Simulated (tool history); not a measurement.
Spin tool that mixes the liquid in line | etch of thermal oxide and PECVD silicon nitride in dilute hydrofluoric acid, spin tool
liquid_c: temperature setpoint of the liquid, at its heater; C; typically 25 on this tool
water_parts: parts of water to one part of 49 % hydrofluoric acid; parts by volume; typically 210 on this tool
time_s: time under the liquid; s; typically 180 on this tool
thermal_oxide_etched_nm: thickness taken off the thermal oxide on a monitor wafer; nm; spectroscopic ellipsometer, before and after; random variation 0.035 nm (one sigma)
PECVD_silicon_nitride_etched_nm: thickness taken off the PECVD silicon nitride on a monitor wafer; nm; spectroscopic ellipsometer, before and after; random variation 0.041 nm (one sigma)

run    hour  liquid_c  water_parts  time_s  read-back film thickness of the thermal oxide reference wafer, read on the same gauge (nm)  read-back film thickness of the PECVD silicon nitride reference wafer, read on the same gauge (nm)  thermal_oxide_etched_nm  PECVD_silicon_nitride_etched_nm
  1       0        25          210     180                                                                                     149.988                                                                                             130.012                    3.412                            1.756
  2    47.4        25          210     180                                                                                     149.996                                                                                             130.025                    3.407                            1.717
  3   112.9        25          210     180                                                                                     150.009                                                                                             130.018                    3.434                            1.691
  4   182.1        25          210     180                                                                                     149.997                                                                                             129.986                    3.333                            1.783
  5   239.1      27.5          210     180                                                                                     149.983                                                                                             129.984                     3.71                            2.037
      246.5  -- thermometer replaced
  6   307.2        25          210     180                                                                                     150.035                                                                                             130.003                    3.304                            1.586
  7   459.7        25          140     180                                                                                     150.022                                                                                             130.022                    5.337                            2.536
  8   616.6        25          140     180                                                                                      149.98                                                                                             129.995                    5.444                            2.568
  9   644.9        25          210     110                                                                                     149.994                                                                                             130.004                    2.056                            1.021
      695.8  -- hydrofluoric acid flow meter replaced
 10   708.3        25          210     180                                                                                     150.031                                                                                             130.024                    3.323                             1.76
 11   759.4        29          155     280                                                                                     150.009                                                                                             130.002                    8.744                            4.663
      769.9  -- gauge calibrated
 12   818.6      23.5          310      95                                                                                     149.987                                                                                             129.994                    1.031                            0.557
 13   872.2        25          210     180                                                                                     150.016                                                                                             130.009                    3.309                            1.742
 14   929.9        25          170     180                                                                                     150.018                                                                                             130.011                    4.288                            2.244
      949.9  -- thermometer replaced
 15     980        29          300     230                                                                                     149.994                                                                                                 130                     3.01                            1.873
 16  1039.1        25          295     180                                                                                      150.01                                                                                             130.016                    2.134                            1.145
 17  1079.3        25          210     180                                                                                     150.035                                                                                             130.015                    3.297                            1.688
 18  1120.1      20.5          120     285                                                                                     149.993                                                                                             130.037                    8.421                            3.449
 19  1150.7      26.5          130     250                                                                                     149.991                                                                                              130.02                    8.504                            4.212
 20  1196.5        29          210      85                                                                                     149.985                                                                                             129.979                    1.792                            1.044
 21  1229.8        29          120     180                                                                                     149.983                                                                                             130.009                    7.524                            3.615
 22  1255.1        25          175     135                                                                                      149.99                                                                                             129.991                    3.121                            1.568
 23  1283.7      23.5          245     180                                                                                     150.038                                                                                                 130                    2.667                            1.345
 24  1308.2        25          135     260                                                                                     150.016                                                                                              130.02                    8.095                            3.764

Each row is a separate what-if for the run after 24, all from the same tool condition, not one after another. Results?
  A  1308.7        25          245     180                                                                                           ?                                                                                                   ?                        ?                                ?
  B  1308.7        29          285     270                                                                                           ?                                                                                                   ?                        ?                                ?
  C  1308.7        25          280      80                                                                                           ?                                                                                                   ?                        ?                                ?
  D  1308.7        25          300     215                                                                                           ?                                                                                                   ?                        ?                                ?
  E  1308.7        23          140      85                                                                                           ?                                                                                                   ?                        ?                                ?

run  read-back film thickness of the thermal oxide reference wafer, read on the same gauge (nm)  read-back film thickness of the PECVD silicon nitride reference wafer, read on the same gauge (nm)  thermal_oxide_etched_nm  PECVD_silicon_nitride_etched_nm
  A                                                                                     150.009                                                                                             130.017                    2.794                            1.469
  B                                                                                     150.009                                                                                             130.017                    3.951                            2.399
  C                                                                                     150.009                                                                                             130.017                    1.048                            0.571
  D                                                                                     150.009                                                                                             130.017                    2.575                            1.432
  E                                                                                     150.009                                                                                             130.017                    2.409                            1.066
Stripped of hidden state, with their random variation kept, the same runs would have yielded:
run  thermal_oxide_etched_nm  PECVD_silicon_nitride_etched_nm
  A                    2.722                            1.403
  B                    3.856                            2.298
  C                    1.021                            0.546
  D                     2.51                             1.37
  E                    2.341                            1.016
